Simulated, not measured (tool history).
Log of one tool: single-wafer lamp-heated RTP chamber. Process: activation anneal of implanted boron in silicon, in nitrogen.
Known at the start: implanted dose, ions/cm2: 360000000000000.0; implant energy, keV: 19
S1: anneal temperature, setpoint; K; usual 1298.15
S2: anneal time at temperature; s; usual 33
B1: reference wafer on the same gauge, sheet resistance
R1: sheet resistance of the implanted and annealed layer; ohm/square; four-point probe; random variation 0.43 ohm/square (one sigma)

run,hour,S1,S2,B1,R1
1,0.0,1298.15,21,329.21,285.23
2,67.5,1319.15,33,329.18,283.11
# hour 137.5: pyrometer window cleaned and pyrometer calibrated
3,205.0,1310.15,33,328.96,282.72
4,245.3,1298.15,33,329.04,284.67
5,293.8,1298.15,33,328.80,283.96
6,338.0,1298.15,24,328.81,284.50
7,388.9,1298.15,24,328.87,285.30
8,434.0,1298.15,33,328.75,283.06
9,497.7,1298.15,33,328.71,284.08
# hour 534.2: reflector plate cleaned
10,540.0,1280.15,33,328.48,286.30
11,607.1,1280.15,33,328.62,286.04
12,670.9,1298.15,33,328.16,283.55
13,739.6,1298.15,33,328.19,283.76
# hour 748.0: pyrometer window cleaned and pyrometer calibrated
14,801.9,1279.15,33,327.90,286.28
15,847.1,1279.15,33,327.80,285.99
16,917.7,1312.15,18,327.55,283.00
17,943.8,1298.15,33,327.46,282.64
18,992.9,1277.15,50,327.48,285.01
19,1017.1,1285.15,33,327.25,284.71
20,1042.0,1298.15,33,327.11,282.64
21,1069.9,1298.15,33,327.24,282.28
22,1112.2,1287.15,41,326.83,282.86
23,1139.2,1288.15,18,326.81,285.53
# hour 1309.8: gauge calibrated
24,1313.5,1284.15,45,329.28,285.69
25,1373.4,1310.15,14,329.02,284.49
# hour 1410.5: pyrometer window cleaned and pyrometer calibrated
26,1434.1,1298.15,33,329.04,283.76
27,1468.3,1316.15,26,328.96,283.19
28,1534.9,1324.15,42,329.06,281.05
29,1579.9,1285.15,39,328.98,285.87
30,1606.2,1277.15,33,328.98,287.98
31,1669.4,1298.15,39,329.07,283.55
32,1703.5,1316.15,33,328.80,282.37
33,1738.8,1275.15,51,328.92,286.15
34,1763.6,1298.15,33,328.88,283.93
35,1801.4,1314.15,47,328.82,281.46
36,1863.6,1298.15,43,328.62,282.75

5 ways to go on from here, each from the tool as it stands after run 36. What would each give?
A,1864.0,1298.15,33,?,?
B,1864.0,1328.15,33,?,?
C,1864.0,1318.15,19,?,?
D,1864.0,1280.15,40,?,?
E,1864.0,1298.15,40,?,?

run,B1,R1
A,328.81,283.61
B,328.81,281.00
C,328.81,283.23
D,328.81,285.76
E,328.81,283.03
Without the tool's hidden state the same runs would have given:
run,R1
A,283.89
B,281.28
C,283.52
D,286.05
E,283.31

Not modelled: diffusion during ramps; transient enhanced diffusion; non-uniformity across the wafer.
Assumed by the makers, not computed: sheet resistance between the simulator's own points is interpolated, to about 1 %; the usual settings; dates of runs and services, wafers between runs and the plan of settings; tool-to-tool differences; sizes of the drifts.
